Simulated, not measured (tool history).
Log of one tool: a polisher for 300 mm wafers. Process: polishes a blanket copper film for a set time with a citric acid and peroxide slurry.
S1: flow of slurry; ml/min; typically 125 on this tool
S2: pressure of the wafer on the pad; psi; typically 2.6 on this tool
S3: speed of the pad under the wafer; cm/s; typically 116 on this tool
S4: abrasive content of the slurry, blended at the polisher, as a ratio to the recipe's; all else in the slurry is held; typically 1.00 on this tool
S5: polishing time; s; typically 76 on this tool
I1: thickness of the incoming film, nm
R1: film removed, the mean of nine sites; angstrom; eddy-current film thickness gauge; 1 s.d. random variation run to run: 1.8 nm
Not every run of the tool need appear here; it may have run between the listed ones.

| run | day | S1 | S2 | S3 | S4 | S5 | I1 | R1 |
|---|---|---|---|---|---|---|---|---|
| 1 | 0.000 | 125 | 2.6 | 116 | 1.00 | 76 | 1078.5 | 1750 |
| 2 | 2.975 | 125 | 2.6 | 116 | 1.00 | 76 | 1103.1 | 1703 |
| 3 | 4.996 | 125 | 2.6 | 116 | 1.00 | 76 | 1089.2 | 1662 |
|  | 6.671 | slurry nozzle cleaned |
| 4 | 6.692 | 125 | 2.6 | 116 | 1.00 | 76 | 1104.2 | 1646 |
|  | 7.638 | worn pad replaced by a new one |
|  | 8.025 | head pressure recalibrated |
| 5 | 10.333 | 125 | 2.6 | 116 | 1.00 | 76 | 1083.7 | 1972 |
| 6 | 13.817 | 125 | 2.6 | 116 | 1.00 | 76 | 1109.7 | 1894 |
|  | 16.850 | slurry blender recalibrated |
| 7 | 17.471 | 115 | 2.6 | 116 | 1.00 | 76 | 1087.8 | 1793 |
| 8 | 20.208 | 125 | 2.6 | 116 | 1.00 | 76 | 1102.9 | 1746 |
|  | 20.762 | worn pad replaced by a new one |
|  | 21.692 | slurry nozzle cleaned |
| 9 | 23.288 | 105 | 2.6 | 116 | 0.90 | 76 | 1095.4 | 1749 |
| 10 | 26.188 | 125 | 2.6 | 116 | 1.00 | 93 | 1087.3 | 2262 |
| 11 | 30.354 | 125 | 2.6 | 116 | 1.00 | 93 | 1073.8 | 2177 |
| 12 | 32.900 | 125 | 1.9 | 152 | 1.20 | 96 | 1087.9 | 2124 |
|  | 34.650 | worn pad replaced by a new one |
| 13 | 35.358 | 125 | 2.6 | 116 | 1.00 | 76 | 1075.0 | 1853 |
|  | 35.817 | slurry nozzle cleaned |
|  | 36.421 | slurry blender recalibrated |
| 14 | 39.071 | 125 | 2.6 | 116 | 1.00 | 76 | 1108.2 | 1786 |
| 15 | 41.971 | 125 | 2.6 | 116 | 1.15 | 76 | 1070.6 | 1821 |
| 16 | 44.279 | 125 | 2.6 | 116 | 0.80 | 98 | 1072.9 | 2089 |
| 17 | 46.483 | 125 | 2.1 | 90 | 1.00 | 76 | 1091.1 | 1068 |
| 18 | 48.488 | 105 | 2.6 | 116 | 0.90 | 76 | 1107.1 | 1494 |
|  | 49.108 | worn pad replaced by a new one |
|  | 49.900 | slurry nozzle cleaned |
| 19 | 50.871 | 125 | 2.6 | 132 | 0.85 | 102 | 1081.1 | 2563 |

For run 20, what comes out?
|  | 51.329 | head pressure recalibrated |
| 20 | 52.658 | 125 | 2.6 | 84 | 1.15 | 76 | 1096.4 | ? |

Run 20 yielded R1 1485 angstrom.
If the tool had no hidden condition, the same run with the same run-to-run variation would have returned R1 1531 angstrom.
